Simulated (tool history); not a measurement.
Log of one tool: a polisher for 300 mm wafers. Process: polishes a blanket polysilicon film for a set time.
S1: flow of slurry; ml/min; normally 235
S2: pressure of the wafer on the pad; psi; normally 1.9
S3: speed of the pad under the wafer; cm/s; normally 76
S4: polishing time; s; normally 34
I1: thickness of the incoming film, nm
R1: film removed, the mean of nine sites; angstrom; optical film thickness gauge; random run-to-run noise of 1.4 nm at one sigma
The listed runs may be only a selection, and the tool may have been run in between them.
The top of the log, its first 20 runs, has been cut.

At hour 1285.3: worn pad replaced by a new one.
Run 21, hour 1322.7: usual settings but S2 2.4 psi, S4 38 s; I1 1734.8. Result: R1 1832 angstrom.
Run 22, hour 1419.9: usual settings but S1 180 ml/min; I1 1713.4. Result: R1 1309 angstrom.
Run 23, hour 1489.4: usual settings; I1 1734.8. Result: R1 1327 angstrom.
Run 24, hour 1596.9: usual settings; I1 1712.9. Result: R1 1334 angstrom.
Run 25, hour 1704.1: usual settings but S1 175 ml/min; I1 1729.3. Result: R1 1256 angstrom.
Run 26, hour 1751.5: usual settings; I1 1739.5. Result: R1 1270 angstrom.
At hour 1818.8: worn pad replaced by a new one.
Run 27, hour 1858.1: usual settings but S2 2.3 psi, S4 23 s; I1 1750.4. Result: R1 1078 angstrom.
Run 28, hour 1898.9: usual settings but S2 1.7 psi, S3 100 cm/s; I1 1744.6. Result: R1 1501 angstrom.
At hour 1969.8: slurry nozzle cleaned.
Run 29, hour 1980.7: usual settings; I1 1722.7. Result: R1 1327 angstrom.
Run 30, hour 2062.2: usual settings but S1 185 ml/min, S2 2.6 psi; I1 1721.1. Result: R1 1726 angstrom.
Run 31, hour 2099.4: usual settings but S1 280 ml/min, S4 44 s; I1 1724.8. Result: R1 1703 angstrom.
Run 32, hour 2138.6: usual settings; I1 1707.2. Result: R1 1304 angstrom.
Run 33, hour 2196.7: usual settings but S1 165 ml/min; I1 1735.6. Result: R1 1229 angstrom.
Run 34, hour 2236.3: usual settings but S1 205 ml/min, S3 88 cm/s; I1 1715.6. Result: R1 1443 angstrom.
Run 35, hour 2293.8: usual settings; I1 1744.9. Result: R1 1277 angstrom.
Run 36, hour 2338.4: usual settings but S4 38 s; I1 1719.0. Result: R1 1429 angstrom.

Predict each of these 5 candidate next runs independently; none follows another, all start after run 36:
Run A, hour 2338.8: usual settings but S1 160 ml/min; I1 1735.4. Result: R1 ?.
Run B, hour 2338.8: usual settings but S1 175 ml/min, S2 1.2 psi, S3 90 cm/s, S4 26 s; I1 1735.4. Result: R1 ?.
Run C, hour 2338.8: usual settings but S1 310 ml/min; I1 1735.4. Result: R1 ?.
Run D, hour 2338.8: usual settings but S1 280 ml/min, S3 68 cm/s, S4 44 s; I1 1735.4. Result: R1 ?.
Run E, hour 2338.8: usual settings but S2 2.1 psi, S3 100 cm/s; I1 1735.4. Result: R1 ?.

run    R1
  A  1213
  B   716
  C  1311
  D  1531
  E  1774
The same runs, with their run-to-run variation unchanged, on a tool lacking any hidden condition would have given:
run    R1
  A  1265
  B   747
  C  1367
  D  1597
  E  1850
